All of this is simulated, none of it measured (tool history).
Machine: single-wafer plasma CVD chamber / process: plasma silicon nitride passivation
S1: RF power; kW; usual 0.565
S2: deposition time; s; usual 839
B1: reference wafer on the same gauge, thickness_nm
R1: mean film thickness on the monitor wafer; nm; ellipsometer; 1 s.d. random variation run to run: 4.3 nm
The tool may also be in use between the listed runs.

run,day,S1,S2,B1,R1
1,0.000,0.565,766,1420.250,1210.366
2,1.329,0.565,839,1420.863,1320.809
# day 2.621: RF generator calibrated
3,4.262,0.565,839,1418.799,1338.113
4,5.504,0.565,839,1420.269,1334.771
5,7.112,0.565,839,1419.988,1334.316
6,8.258,0.565,839,1420.001,1333.974
7,9.696,0.565,936,1417.518,1486.546
8,11.417,0.565,839,1419.290,1327.646
9,14.067,0.565,839,1420.486,1318.640
10,16.450,0.565,839,1417.911,1331.070
11,19.317,0.565,839,1418.385,1329.305
12,21.479,0.565,839,1419.897,1326.910
13,24.233,0.565,839,1420.075,1324.602
14,26.567,0.510,839,1418.903,1290.197
# day 28.350: showerhead replaced
15,29.183,0.510,839,1418.598,1282.447
16,31.988,0.565,743,1418.667,1175.934
17,33.529,0.565,743,1417.692,1172.245
# day 34.092: RF generator calibrated
18,35.371,0.565,743,1421.291,1162.842
19,40.862,0.565,839,1419.482,1310.774
20,47.771,0.670,894,1418.339,1456.122
21,50.571,0.495,989,1420.114,1477.622
# day 52.671: RF generator calibrated, repeated, since the last time left the tool worse
22,53.529,0.565,960,1418.897,1526.312
23,55.583,0.670,926,1417.591,1549.171
24,58.221,0.485,793,1420.054,1215.788
25,60.975,0.565,839,1421.427,1326.741
26,62.800,0.565,839,1420.368,1324.723
27,64.525,0.565,839,1419.918,1327.716
28,65.662,0.645,965,1418.071,1583.853
29,67.238,0.510,935,1420.147,1436.955
# day 68.783: gauge calibrated
30,69.958,0.565,797,1420.955,1264.544
31,71.962,0.565,797,1420.535,1248.777
32,74.254,0.565,782,1418.918,1234.141
33,77.046,0.530,761,1423.087,1178.953
34,78.121,0.515,794,1422.183,1219.915
35,79.483,0.565,986,1419.814,1558.929
36,82.083,0.565,963,1419.301,1527.727
37,84.138,0.565,756,1419.843,1197.385
38,87.125,0.525,741,1420.501,1148.712
# day 88.054: RF generator calibrated
39,89.300,0.530,719,1421.691,1126.974
40,91.412,0.645,941,1418.630,1549.056
41,96.275,0.510,951,1419.890,1463.410
42,98.304,0.640,690,1422.054,1127.883

Each row is a separate what-if for the run after 42, all from the same tool condition, not one after another. Results?
A,98.329,0.565,839,?,?
B,98.329,0.505,671,?,?
C,98.329,0.640,772,?,?
D,98.329,0.675,839,?,?
E,98.329,0.565,711,?,?

run,B1,R1
A,1422.376,1329.009
B,1422.376,1030.792
C,1422.376,1265.662
D,1422.376,1396.002
E,1422.376,1126.252
With the hidden condition removed and each run's random variation left untouched, the same runs would have given:
run,R1
A,1341.252
B,1040.288
C,1277.321
D,1408.862
E,1136.627
